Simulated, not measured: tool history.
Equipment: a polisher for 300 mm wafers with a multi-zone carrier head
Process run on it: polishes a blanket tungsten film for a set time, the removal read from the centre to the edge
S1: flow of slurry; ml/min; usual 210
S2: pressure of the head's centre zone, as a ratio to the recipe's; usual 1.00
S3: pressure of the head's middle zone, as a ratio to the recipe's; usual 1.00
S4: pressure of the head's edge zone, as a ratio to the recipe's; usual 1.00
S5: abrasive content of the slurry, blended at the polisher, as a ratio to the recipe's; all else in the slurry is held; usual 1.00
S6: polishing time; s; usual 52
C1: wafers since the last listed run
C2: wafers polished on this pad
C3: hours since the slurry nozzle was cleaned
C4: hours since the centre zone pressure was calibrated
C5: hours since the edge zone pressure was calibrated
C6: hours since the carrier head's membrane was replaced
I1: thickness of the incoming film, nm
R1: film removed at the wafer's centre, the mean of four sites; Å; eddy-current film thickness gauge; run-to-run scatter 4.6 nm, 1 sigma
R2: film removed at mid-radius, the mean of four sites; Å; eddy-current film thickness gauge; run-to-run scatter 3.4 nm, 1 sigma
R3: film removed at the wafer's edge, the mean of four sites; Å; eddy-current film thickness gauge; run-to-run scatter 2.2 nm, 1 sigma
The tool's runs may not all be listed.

run   hour   S1    S2    S3    S4    S5  S6   C1    C2     C3     C4     C5     C6      I1    R1    R2    R3
  1    0.0  210  1.00  1.00  1.00  1.00  52    0  1041  363.6  820.3  548.2  769.0  1039.3  3080  3084  2971
  2   13.4  210  1.00  1.00  1.03  0.80  52  163  1204  377.0  833.7  561.6  782.4  1053.3  2859  2889  2795
      20.6  -- worn pad replaced by a new one
  3   22.6  210  1.00  1.00  1.00  1.00  52   63    24  386.2  842.9  570.8  791.6  1053.3  3187  3269  3094
  4   40.6  210  1.00  1.00  1.00  1.00  42  219   243  404.2  860.9  588.8  809.6  1052.6  2563  2639  2472
  5   49.9  210  1.00  1.00  1.00  1.15  52  113   356  413.5  870.2  598.1  818.9  1036.6  3218  3421  3170
  6   57.5  155  1.00  1.00  1.05  1.00  47   92   449  421.1  877.8  605.7  826.5  1041.2  2665  2796  2728
  7   67.4  210  1.00  1.00  1.00  1.00  52  120   570  431.0  887.7  615.6  836.4  1055.2  3083  3222  3065
  8   80.2  210  1.00  1.00  1.00  1.00  52  156   726  443.8  900.5  628.4  849.2  1045.8  3191  3241  3049
     100.2  -- carrier head's membrane replaced by a new one
     102.5  -- edge zone pressure recalibrated
  9  103.0  210  0.96  0.95  1.00  1.00  52  192   919  466.6  923.3    0.5    2.8  1042.6  2969  2986  3000
     110.0  -- centre zone pressure recalibrated
 10  113.2  210  1.00  1.00  1.00  1.00  52   99  1019  476.8    3.2   10.7   13.0  1034.8  3005  3147  2955
     127.8  -- worn pad replaced by a new one
 11  128.3  240  0.97  0.91  1.04  1.00  52  135     6  491.9   18.3   25.8   28.1  1047.4  3189  3079  3209
     134.9  -- slurry nozzle cleaned
 12  141.1  275  1.08  1.12  1.00  1.00  38  143   150    6.2   31.1   38.6   40.9  1029.3  2590  2697  2335
 13  153.6  155  1.11  1.11  1.06  1.00  52  152   302   18.7   43.6   51.1   53.4  1022.6  3287  3361  3041
 14  163.3  135  1.00  1.00  1.00  1.00  52  118   421   28.4   53.3   60.8   63.1  1020.9  2823  3023  2907
 15  169.3  150  1.09  1.00  1.06  1.00  52   73   494   34.4   59.3   66.8   69.1  1036.9  3124  3036  2971
 16  221.6  210  1.06  0.94  1.00  1.15  52  637  1132   86.7  111.6  119.1  121.4  1051.0  3307  3073  3030
 17  231.7  145  1.00  1.00  1.00  1.00  52  123  1255   96.8  121.7  129.2  131.5  1029.6  2731  2893  2758
     241.9  -- worn pad replaced by a new one
 18  245.4  210  1.00  1.00  1.00  1.00  52  118    42  110.5  135.4  142.9  145.2  1028.9  3177  3261  3060
 19  261.1  210  1.00  1.00  1.00  1.00  52  191   233  126.2  151.1  158.6  160.9  1034.4  3109  3261  3094
 20  268.2  210  1.00  1.00  1.00  0.85  52   86   320  133.3  158.2  165.7  168.0  1040.7  2989  3122  2921
 21  277.0  210  1.00  1.00  1.00  1.00  52  107   427  142.1  167.0  174.5  176.8  1041.1  3117  3176  3017

4 ways to go on from here, each from the tool as it stands after run 21. What would each give?
  A  277.4  210  1.00  1.00  1.00  1.00  52   4  432  142.5  167.4  174.9  177.2  1039.4   ?   ?   ?
  B  277.4  270  1.00  1.00  1.00  1.00  47   4  432  142.5  167.4  174.9  177.2  1039.4   ?   ?   ?
  C  277.4  210  1.00  1.00  1.00  0.80  52   4  432  142.5  167.4  174.9  177.2  1039.4   ?   ?   ?
  D  277.4  265  0.91  1.11  1.00  1.00  52   4  432  142.5  167.4  174.9  177.2  1039.4   ?   ?   ?

run    R1    R2    R3
  A  3071  3123  3043
  B  2879  2917  2819
  C  2909  2959  2883
  D  2892  3517  3110
Without the tool's unlogged condition, the same runs would have read:
run    R1    R2    R3
  A  3132  3185  3104
  B  2936  2975  2875
  C  2967  3018  2941
  D  2949  3587  3172

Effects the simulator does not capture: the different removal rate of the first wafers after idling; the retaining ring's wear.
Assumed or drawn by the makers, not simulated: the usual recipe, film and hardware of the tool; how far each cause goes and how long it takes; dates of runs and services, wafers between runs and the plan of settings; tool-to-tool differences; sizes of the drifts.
